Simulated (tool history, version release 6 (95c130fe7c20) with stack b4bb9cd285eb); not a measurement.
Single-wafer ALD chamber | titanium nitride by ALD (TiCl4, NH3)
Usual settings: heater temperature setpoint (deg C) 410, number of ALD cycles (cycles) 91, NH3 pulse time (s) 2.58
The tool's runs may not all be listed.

run	hour	heater temperature setpoint (deg C)	number of ALD cycles (cycles)	NH3 pulse time (s)	wafers since the last listed run	hours since the last thermocouple change	hours since the showerhead was replaced	hours since the gauge calibration	read-back reference wafer on the same gauge, thickness_nm	mean film thickness on the monitor wafer (Å)
1	0	410	91	2.58	0	911.8	4585.9	666.6	1.852	19.38
2	74.4	410	91	2.58	146	986.2	4660.3	741	1.851	19.35
3	162.9	410	91	2.58	174	1074.7	4748.8	829.5	1.853	19.41
4	251.8	400	96	2.58	175	1163.6	4837.7	918.4	1.854	20.39
5	353.4	400	96	2.58	200	1265.2	4939.3	1020	1.855	20.49
6	427.9	410	91	2.87	146	1339.7	5013.8	1094.5	1.856	19.46
7	477	399	82	2.58	96	1388.8	5062.9	1143.6	1.857	17.46
8	553.2	410	91	2.58	150	1465	5139.1	1219.8	1.858	19.42
9	638.9	410	91	2.58	168	1550.7	5224.8	1305.5	1.858	19.46
10	685.2	410	91	2.58	91	1597	5271.1	1351.8	1.86	19.38
11	726.6	407	91	2.58	81	1638.4	5312.5	1393.2	1.86	19.52
12	814	410	91	3.3	172	1725.8	5399.9	1480.6	1.861	19.59
13	886.2	410	91	2.58	142	1798	5472.1	1552.8	1.861	19.46
# hour 905.5: thermocouple changed; heater temperature recalibrated
14	941.7	410	105	1.7	93	36.2	5527.6	1608.3	1.861	22.17

Forecast run 15:
15	1049.5	410	91	1.93	212	144	5635.4	1716.1	?	?

read-back reference wafer on the same gauge, thickness_nm: 1.863
mean film thickness on the monitor wafer (Å): 19.28
Without the tool's hidden state the same run would have given mean film thickness on the monitor wafer (Å) 19.04.
